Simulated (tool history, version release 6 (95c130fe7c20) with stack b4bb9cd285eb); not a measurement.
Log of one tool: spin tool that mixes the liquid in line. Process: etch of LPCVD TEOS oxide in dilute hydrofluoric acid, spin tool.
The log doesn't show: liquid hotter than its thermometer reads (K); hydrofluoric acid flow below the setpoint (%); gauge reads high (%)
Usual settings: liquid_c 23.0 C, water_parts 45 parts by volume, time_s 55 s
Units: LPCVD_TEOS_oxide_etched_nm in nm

run,hour,liquid_c,water_parts,time_s,wafers since the last listed run,hours since the thermometer was replaced,hours since the hydrofluoric acid flow meter was replaced,hours since the gauge calibration,"read-back film thickness of the LPCVD TEOS oxide reference wafer, read on the same gauge (nm)",LPCVD_TEOS_oxide_etched_nm
1,0.0,23.0,45,55,0,167.9,1536.1,1117.9,120.03,23.60
2,58.3,23.0,45,55,421,226.2,1594.4,1176.2,120.01,23.08
3,111.1,26.5,45,55,381,279.0,1647.2,1229.0,120.00,26.73
4,149.5,23.0,45,55,277,317.4,1685.6,1267.4,120.02,23.63
5,186.8,23.0,35,55,269,354.7,1722.9,1304.7,120.00,30.36
6,253.8,23.0,35,55,484,421.7,1789.9,1371.7,120.00,30.77
7,295.3,23.0,45,55,300,463.2,1831.4,1413.2,119.99,23.26
8,334.5,23.0,45,55,283,502.4,1870.6,1452.4,120.03,23.61
9,398.7,23.0,40,55,464,566.6,1934.8,1516.6,119.98,26.76
10,467.7,23.0,45,60,499,635.6,2003.8,1585.6,119.99,25.33
# hour 490.0: hydrofluoric acid flow meter replaced
11,533.7,23.0,45,55,470,701.6,43.7,1651.6,120.02,25.21
12,564.9,23.0,45,55,225,732.8,74.9,1682.8,120.03,25.14
13,616.1,23.0,45,75,370,784.0,126.1,1734.0,120.01,34.45
# hour 650.4: gauge calibrated
14,680.7,23.0,45,55,467,848.6,190.7,30.3,120.01,24.89
15,739.2,23.0,45,55,423,907.1,249.2,88.8,120.01,24.97
16,769.6,23.0,45,55,219,937.5,279.6,119.2,119.98,25.01
17,794.3,28.0,35,55,178,962.2,304.3,143.9,120.01,40.04
18,847.0,23.0,45,80,381,1014.9,357.0,196.6,120.01,36.52
19,885.6,25.5,30,35,279,1053.5,395.6,235.2,119.99,27.14
20,962.1,23.0,60,30,553,1130.0,472.1,311.7,120.02,10.14
21,1027.7,26.5,45,30,474,1195.6,537.7,377.3,120.00,15.84
22,1069.4,21.5,55,85,301,1237.3,579.4,419.0,120.02,29.49
23,1135.1,23.0,45,55,475,1303.0,645.1,484.7,120.01,25.11
24,1185.7,24.5,30,45,365,1353.6,695.7,535.3,120.01,33.03
25,1213.3,20.0,30,55,199,1381.2,723.3,562.9,120.01,33.88
26,1243.4,23.0,45,55,217,1411.3,753.4,593.0,120.00,24.91
# hour 1255.7: thermometer replaced
27,1293.9,18.5,45,55,357,38.2,803.9,643.5,120.00,19.70
28,1346.3,18.0,55,45,378,90.6,856.3,695.9,120.01,12.69
29,1396.6,23.0,45,30,363,140.9,906.6,746.2,120.01,13.05
30,1465.6,23.0,45,55,499,209.9,975.6,815.2,119.99,23.52
31,1523.1,19.0,55,75,415,267.4,1033.1,872.7,120.00,22.34
32,1548.0,23.0,25,40,180,292.3,1058.0,897.6,119.99,31.97
33,1600.5,23.0,45,55,379,344.8,1110.5,950.1,120.01,24.02

3 ways to go on from here, each from the tool as it stands after run 33. What would each give?
A,1600.9,23.0,45,55,2,345.2,1110.9,950.5,?,?
B,1600.9,25.5,40,80,2,345.2,1110.9,950.5,?,?
C,1600.9,25.5,40,55,2,345.2,1110.9,950.5,?,?

run,"read-back film thickness of the LPCVD TEOS oxide reference wafer, read on the same gauge (nm)",LPCVD_TEOS_oxide_etched_nm
A,120.00,24.07
B,120.00,43.95
C,120.00,30.21
Without the tool's hidden state the same runs would have given:
run,LPCVD_TEOS_oxide_etched_nm
A,24.41
B,44.59
C,30.65

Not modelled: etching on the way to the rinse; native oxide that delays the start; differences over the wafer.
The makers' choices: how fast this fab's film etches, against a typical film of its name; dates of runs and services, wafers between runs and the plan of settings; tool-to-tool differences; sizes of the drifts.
